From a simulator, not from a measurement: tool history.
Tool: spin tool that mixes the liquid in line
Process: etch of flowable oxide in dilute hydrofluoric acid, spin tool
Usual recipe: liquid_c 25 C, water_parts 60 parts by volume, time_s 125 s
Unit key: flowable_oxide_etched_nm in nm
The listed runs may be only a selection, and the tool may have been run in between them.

run   hour  liquid_c  water_parts  time_s  wafers since the last listed run  hours since the thermometer was replaced  hours since the hydrofluoric acid flow meter was replaced  hours since the gauge calibration  read-back film thickness of the flowable oxide reference wafer, read on the same gauge (nm)  flowable_oxide_etched_nm
  1      0        25           60      80                                 0                                    2733.1                                                      263.3                              129.4                                                                                        29.98                     26.84
  2   11.2        25           60      80                                73                                    2744.3                                                      274.5                              140.6                                                                                        30.03                     26.97
  3   26.5        25           60      80                               100                                    2759.6                                                      289.8                              155.9                                                                                        29.97                     26.87
  4     69        25           60     125                               279                                    2802.1                                                      332.3                              198.4                                                                                        29.96                     41.96
  5  105.1        25           60     125                               237                                    2838.2                                                      368.4                              234.5                                                                                        29.99                     41.83
  6  113.9        25           60     125                                57                                      2847                                                      377.2                              243.3                                                                                        30.02                     41.72
  7  124.9        25           60     125                                72                                      2858                                                      388.2                              254.3                                                                                           30                     41.63
     125.1  -- gauge calibrated
  8  135.9        25           60     125                                72                                      2869                                                      399.2                               10.8                                                                                           30                      41.8
  9  167.8        25           60     125                               209                                    2900.9                                                      431.1                               42.7                                                                                        29.98                     41.52
 10  179.5        25           60     125                                76                                    2912.6                                                      442.8                               54.4                                                                                        30.01                     41.54
 11  187.1        25           60     125                                49                                    2920.2                                                      450.4                                 62                                                                                        29.99                     41.45
 12  196.5        25           60     125                                61                                    2929.6                                                      459.8                               71.4                                                                                        30.02                     41.33
 13  203.4        25           60     125                                45                                    2936.5                                                      466.7                               78.3                                                                                        30.01                     41.28
     214.9  -- thermometer replaced
 14  218.2        25           60      75                                90                                       3.3                                                      481.5                               93.1                                                                                        29.97                     27.31
 15  228.6        30           60     125                                68                                      13.7                                                      491.9                              103.5                                                                                        30.01                     55.72
     233.4  -- hydrofluoric acid flow meter replaced
 16  237.4        25           60     125                                51                                      22.5                                                          4                              112.3                                                                                        29.99                     47.08
 17  249.6        25           60     125                                80                                      34.7                                                       16.2                              124.5                                                                                        30.01                     47.08
 18  264.1        25           60     125                                95                                      49.2                                                       30.7                                139                                                                                        29.99                     46.72
 19  278.9        25           70     150                                97                                        64                                                       45.5                              153.8                                                                                        30.05                      47.5
 20  285.3        25           70      90                                42                                      70.4                                                       51.9                              160.2                                                                                        30.03                     28.61
 21  293.4        25           75     125                                53                                      78.5                                                         60                              168.3                                                                                        29.99                     36.68
 22  305.7        25           60     125                                80                                      90.8                                                       72.3                              180.6                                                                                        29.98                     46.73
 23  317.8        27           85      85                                79                                     102.9                                                       84.4                              192.7                                                                                        30.02                     23.38
 24  334.9        30           80     125                               112                                       120                                                      101.5                              209.8                                                                                        29.97                     41.48
     344.8  -- gauge calibrated
 25  347.6      28.5           45     125                                83                                     132.7                                                      114.2                                2.8                                                                                           30                     72.63
 26  358.7        25           80     125                                72                                     143.8                                                      125.3                               13.9                                                                                        30.03                     33.82
 27  370.4        25           60     125                                76                                     155.5                                                        137                               25.6                                                                                        30.02                      46.6
 28  388.1        23           80     125                               116                                     173.2                                                      154.7                               43.3                                                                                        29.99                     31.35

Forecast each of these 4 alternatives for the next run:
  A  388.6        25           60     125                                 3                                     173.7                                                      155.2                               43.8                                                                                            ?                         ?
  B  388.6        20           85     170                                 3                                     173.7                                                      155.2                               43.8                                                                                            ?                         ?
  C  388.6        25           40      60                                 3                                     173.7                                                      155.2                               43.8                                                                                            ?                         ?
  D  388.6        25           60      90                                 3                                     173.7                                                      155.2                               43.8                                                                                            ?                         ?

run  read-back film thickness of the flowable oxide reference wafer, read on the same gauge (nm)  flowable_oxide_etched_nm
  A                                                                                        30.01                     46.59
  B                                                                                        30.01                     35.32
  C                                                                                        30.01                     34.47
  D                                                                                        30.01                     33.55
Take away the tool's hidden state, keep each run's random variation, and the runs would have read:
run  flowable_oxide_etched_nm
  A                      47.7
  B                     36.17
  C                     35.29
  D                     34.34

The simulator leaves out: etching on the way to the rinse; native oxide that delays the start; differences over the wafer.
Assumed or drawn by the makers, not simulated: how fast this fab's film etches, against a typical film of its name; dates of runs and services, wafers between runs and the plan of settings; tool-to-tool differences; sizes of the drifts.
